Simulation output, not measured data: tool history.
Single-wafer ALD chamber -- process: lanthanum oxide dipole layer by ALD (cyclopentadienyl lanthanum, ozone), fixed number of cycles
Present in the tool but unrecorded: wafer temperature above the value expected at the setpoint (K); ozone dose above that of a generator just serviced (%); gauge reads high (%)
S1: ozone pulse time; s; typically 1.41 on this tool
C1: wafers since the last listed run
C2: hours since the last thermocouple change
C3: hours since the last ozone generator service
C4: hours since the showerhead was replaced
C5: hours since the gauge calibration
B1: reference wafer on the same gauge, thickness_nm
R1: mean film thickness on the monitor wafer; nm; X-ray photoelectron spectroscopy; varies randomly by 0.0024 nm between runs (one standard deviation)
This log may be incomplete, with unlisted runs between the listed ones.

run	hour	S1	C1	C2	C3	C4	C5	B1	R1
1	0	1.08	0	1785.4	1320.3	3808.1	90.7	0.591	0.346
2	9.6	1.08	129	1795	1329.9	3817.7	100.3	0.59	0.35
3	26.1	1.84	223	1811.5	1346.4	3834.2	116.8	0.589	0.51
4	40.6	1.41	196	1826	1360.9	3848.7	131.3	0.59	0.444
5	48.3	1.41	104	1833.7	1368.6	3856.4	139	0.589	0.434
6	59.7	1.72	154	1845.1	1380	3867.8	150.4	0.589	0.49
7	71.5	1.41	159	1856.9	1391.8	3879.6	162.2	0.589	0.431
8	81.4	1.41	133	1866.8	1401.7	3889.5	172.1	0.591	0.43
9	107.1	1.41	347	1892.5	1427.4	3915.2	197.8	0.59	0.422
10	114.1	1.41	94	1899.5	1434.4	3922.2	204.8	0.591	0.421
# hour 126.3: ozone generator serviced
11	126.8	1.41	63	1912.2	0.5	3934.9	217.5	0.591	0.524
12	139.6	1.41	173	1925	13.3	3947.7	230.3	0.59	0.525
# hour 148.7: thermocouple changed; heater temperature recalibrated
13	154.9	1.8	98	6.2	28.6	3963	245.6	0.59	0.549
14	174.3	1.05	262	25.6	48	3982.4	265	0.59	0.443
15	186.6	1.2	166	37.9	60.3	3994.7	277.3	0.59	0.487
16	198.2	1.22	156	49.5	71.9	4006.3	288.9	0.59	0.49
17	205	1.41	91	56.3	78.7	4013.1	295.7	0.589	0.522
18	211.3	0.99	85	62.6	85	4019.4	302	0.59	0.412
# hour 220.4: gauge calibrated
19	229	0.91	239	80.3	102.7	4037.1	8.6	0.591	0.373
# hour 248.6: showerhead replaced
20	249.1	1.41	163	100.4	122.8	0.5	28.7	0.59	0.525
21	254.2	1.41	68	105.5	127.9	5.6	33.8	0.59	0.523
22	270.2	1.9	216	121.5	143.9	21.6	49.8	0.589	0.554
23	277.7	1.13	101	129	151.4	29.1	57.3	0.59	0.469
24	285.7	1.27	108	137	159.4	37.1	65.3	0.59	0.502
25	334.2	1.41	655	185.5	207.9	85.6	113.8	0.59	0.524
26	349.5	1.71	206	200.8	223.2	100.9	129.1	0.59	0.548
27	362.6	1.79	177	213.9	236.3	114	142.2	0.591	0.549
28	369	1.7	86	220.3	242.7	120.4	148.6	0.59	0.542
29	379.5	1.64	141	230.8	253.2	130.9	159.1	0.59	0.537
30	391.7	0.97	164	243	265.4	143.1	171.3	0.589	0.408
31	403.9	1.16	164	255.2	277.6	155.3	183.5	0.59	0.475
32	410.9	0.99	94	262.2	284.6	162.3	190.5	0.59	0.414
33	419	1.88	109	270.3	292.7	170.4	198.6	0.589	0.554
34	431	1.25	162	282.3	304.7	182.4	210.6	0.59	0.497

Table of differences, measured result less the result of that run with no hidden state. Run-to-run variation is the same in both. Gauge scatter possibly is not:
run	R1
1	-0.108
2	-0.113
3	-0.043
4	-0.086
5	-0.087
6	-0.058
7	-0.092
8	-0.094
9	-0.101
10	-0.103
11	-0.002
12	-0.002
13	-0.001
14	-0.004
15	-0.003
16	-0.003
17	-0.002
18	-0.005
19	-0.005
20	-0.003
21	-0.002
22	+0
23	-0.004
24	-0.003
25	-0.004
26	-0.002
27	-0.002
28	-0.002
29	-0.003
30	-0.008
31	-0.006
32	-0.008
33	-0.002
34	-0.006
